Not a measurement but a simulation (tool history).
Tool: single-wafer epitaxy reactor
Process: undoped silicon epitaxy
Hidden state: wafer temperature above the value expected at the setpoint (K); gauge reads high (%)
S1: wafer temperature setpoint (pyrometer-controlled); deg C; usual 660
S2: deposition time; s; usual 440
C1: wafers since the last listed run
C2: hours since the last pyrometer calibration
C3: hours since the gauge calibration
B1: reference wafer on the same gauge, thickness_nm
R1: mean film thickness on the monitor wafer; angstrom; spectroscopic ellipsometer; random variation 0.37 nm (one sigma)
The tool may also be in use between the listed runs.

run,hour,S1,S2,C1,C2,C3,B1,R1
1,0,660,417,0,1319.4,293.6,84.866,819.14
# hour 33.2: pyrometer calibrated
2,68.7,660,440,359,35.5,362.3,84.827,849.46
3,136.5,660,382,401,103.3,430.1,84.735,734.12
4,309.3,660,382,1022,276.1,602.9,84.939,740.87
5,378,660,382,406,344.8,671.6,84.822,742.79
6,445.6,653,502,399,412.4,739.2,84.992,822.6
7,482,653,440,215,448.8,775.6,84.842,725.28
8,517,653,440,207,483.8,810.6,84.833,719.99
9,557.7,660,509,240,524.5,851.3,84.865,982.24
# hour 620.1: gauge calibrated
10,771.4,660,509,1264,738.2,151.3,84.847,984.85
11,825.9,660,509,322,792.7,205.8,84.997,988.24
12,1000.3,660,440,1031,967.1,380.2,84.876,854.08
13,1046.4,660,440,272,1013.2,426.3,84.831,858.68
14,1073.5,650,479,160,1040.3,453.4,84.791,741.74
15,1127.7,669,510,320,1094.5,507.6,84.982,1212.31
16,1185.4,660,440,341,1152.2,565.3,85.031,852.68
17,1240.5,655,509,325,1207.3,620.4,84.882,879.9
18,1286.7,653,509,273,1253.5,666.6,84.748,844.22
# hour 1319.4: pyrometer calibrated
19,1319.9,660,440,149,0.5,699.8,84.934,845.46
20,1452.4,660,440,783,133,832.3,84.924,847.48
21,1499.5,670,519,278,180.1,879.4,84.82,1261.29
22,1534.5,668,503,207,215.1,914.4,84.827,1165.47
# hour 1536.7: gauge calibrated
23,1569.5,660,440,207,250.1,32.8,84.762,849.57
24,1629.1,660,440,352,309.7,92.4,84.771,850.08
25,1664.3,668,411,208,344.9,127.6,84.891,951.38
26,1782.9,660,509,701,463.5,246.2,84.995,990.65
27,1840,660,527,337,520.6,303.3,85.005,1020.45

Forecast each of these 4 alternatives for the next run:
A,1840.5,671,440,2,521.1,303.8,?,?
B,1840.5,651,384,2,521.1,303.8,?,?
C,1840.5,660,481,2,521.1,303.8,?,?
D,1840.5,660,476,2,521.1,303.8,?,?

run,B1,R1
A,84.962,1098.01
B,84.962,606.52
C,84.962,935.8
D,84.962,926.07
Without the tool's hidden state the same runs would have given:
run,R1
A,1085.92
B,599.53
C,925.23
D,915.61
